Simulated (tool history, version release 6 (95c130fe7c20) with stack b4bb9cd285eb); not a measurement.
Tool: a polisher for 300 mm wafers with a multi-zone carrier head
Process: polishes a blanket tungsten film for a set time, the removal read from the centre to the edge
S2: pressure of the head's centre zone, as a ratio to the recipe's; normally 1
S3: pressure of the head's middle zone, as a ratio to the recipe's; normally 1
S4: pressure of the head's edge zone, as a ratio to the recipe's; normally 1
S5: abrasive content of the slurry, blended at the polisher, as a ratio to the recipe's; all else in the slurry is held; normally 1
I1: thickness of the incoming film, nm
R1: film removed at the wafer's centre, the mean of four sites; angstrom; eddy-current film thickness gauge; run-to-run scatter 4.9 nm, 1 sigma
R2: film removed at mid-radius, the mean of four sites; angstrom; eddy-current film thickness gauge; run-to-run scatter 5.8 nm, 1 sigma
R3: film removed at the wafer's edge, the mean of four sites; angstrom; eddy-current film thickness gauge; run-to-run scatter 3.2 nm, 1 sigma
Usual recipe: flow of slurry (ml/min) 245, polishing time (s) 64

Run 1, hour 0: usual settings; I1 1013.4. Result: R1 4111 angstrom, R2 3859 angstrom, R3 3882 angstrom.
Run 2, hour 83.7: usual settings; I1 1027.4. Result: R1 3958 angstrom, R2 3748 angstrom, R3 3837 angstrom.
At hour 113.8: slurry nozzle cleaned.
Run 3, hour 171: usual settings but S4 0.91; I1 1030.2. Result: R1 4045 angstrom, R2 3690 angstrom, R3 3560 angstrom.
At hour 222.7: centre zone pressure recalibrated.
Run 4, hour 253.2: usual settings; I1 1032.1. Result: R1 3646 angstrom, R2 3591 angstrom, R3 3556 angstrom.
At hour 269.6: edge zone pressure recalibrated.
At hour 301.2: worn pad replaced by a new one.
Run 5, hour 301.7: usual settings; I1 1017.8. Result: R1 3974 angstrom, R2 3910 angstrom, R3 3973 angstrom.
Run 6, hour 362.6: usual settings; I1 1006. Result: R1 3979 angstrom, R2 3849 angstrom, R3 3872 angstrom.
Run 7, hour 455.6: usual settings; I1 1004.9. Result: R1 3937 angstrom, R2 3740 angstrom, R3 3729 angstrom.
Run 8, hour 552.2: usual settings but S3 1.09; I1 1006.8. Result: R1 3806 angstrom, R2 3791 angstrom, R3 3630 angstrom.
At hour 596.2: slurry nozzle cleaned.
Run 9, hour 641.1: usual settings but S2 1.12; I1 1030.2. Result: R1 4050 angstrom, R2 3446 angstrom, R3 3562 angstrom.
At hour 649.5: worn pad replaced by a new one.
Run 10, hour 748.4: usual settings; I1 1013.2. Result: R1 4264 angstrom, R2 3861 angstrom, R3 3885 angstrom.
At hour 769.1: centre zone pressure recalibrated.
Run 11, hour 793.2: usual settings but S3 1.1, S5 0.8; I1 1024.9. Result: R1 3773 angstrom, R2 3949 angstrom, R3 3647 angstrom.
At hour 854: carrier head's membrane replaced by a new one.
Run 12, hour 889.2: usual settings but S5 1.2; I1 998.9. Result: R1 4025 angstrom, R2 3816 angstrom, R3 3935 angstrom.
Run 13, hour 929.1: usual settings but flow of slurry (ml/min) 170, S2 1.05, S4 0.95, S5 0.75; I1 1026.7. Result: R1 3395 angstrom, R2 3205 angstrom, R3 3233 angstrom.
Run 14, hour 1005.4: usual settings but polishing time (s) 80; I1 1041.7. Result: R1 4672 angstrom, R2 4534 angstrom, R3 4485 angstrom.
At hour 1008.6: edge zone pressure recalibrated.
At hour 1012.3: worn pad replaced by a new one.
Run 15, hour 1053.1: usual settings; I1 1034.7. Result: R1 4033 angstrom, R2 3824 angstrom, R3 3927 angstrom.
At hour 1139.5: slurry nozzle cleaned.
Run 16, hour 1141.8: usual settings but S2 0.93, S5 0.75; I1 1021.9. Result: R1 3543 angstrom, R2 3509 angstrom, R3 3552 angstrom.
Run 17, hour 1185.3: usual settings but S4 1.04; I1 1018.6. Result: R1 3872 angstrom, R2 3692 angstrom, R3 3783 angstrom.
Run 18, hour 1230.8: usual settings; I1 1000.1. Result: R1 3835 angstrom, R2 3608 angstrom, R3 3619 angstrom.
Run 19, hour 1285.2: usual settings but polishing time (s) 73; I1 1016.7. Result: R1 4343 angstrom, R2 4109 angstrom, R3 4136 angstrom.
At hour 1306.8: centre zone pressure recalibrated.
At hour 1348.3: worn pad replaced by a new one.
Run 20, hour 1358.8: usual settings; I1 1021.2. Result: R1 4114 angstrom, R2 3942 angstrom, R3 3935 angstrom.
Run 21, hour 1461: usual settings but flow of slurry (ml/min) 160, S2 0.96, polishing time (s) 53; I1 1004.3. Result: R1 3012 angstrom, R2 2985 angstrom, R3 3008 angstrom.

Below, some changes in R1 between adjacent runs. For each, the amount present without the hidden state too (settings, incoming material, random variation) and the amount remaining for the hidden state with gauge scatter not shared by both compared results:
Hidden conditions of the tool in this case: removal rate lost through wear of the pad, %; slurry flow missing at the pad, %; deviation of the centre zone's pressure from its setpoint, %; deviation of the edge zone's pressure from its setpoint, %.
Run 9 -> 10: S2 1.12 -> 1, worn pad replaced by a new one. R1 +214 angstrom: hidden state +500, all else -286.
Run 13 -> 14: flow of slurry (ml/min) 170 -> 245, S2 1.05 -> 1, S4 0.95 -> 1, S5 0.75 -> 1, polishing time (s) 64 -> 80. R1 +1277 angstrom: hidden state -190, all else +1467.
Run 14 -> 15: polishing time (s) 80 -> 64, edge zone pressure recalibrated, worn pad replaced by a new one. R1 -639 angstrom: hidden state +402, all else -1041.
Run 20 -> 21: flow of slurry (ml/min) 245 -> 160, S2 1 -> 0.96, polishing time (s) 64 -> 53. R1 -1102 angstrom: hidden state -71, all else -1031.
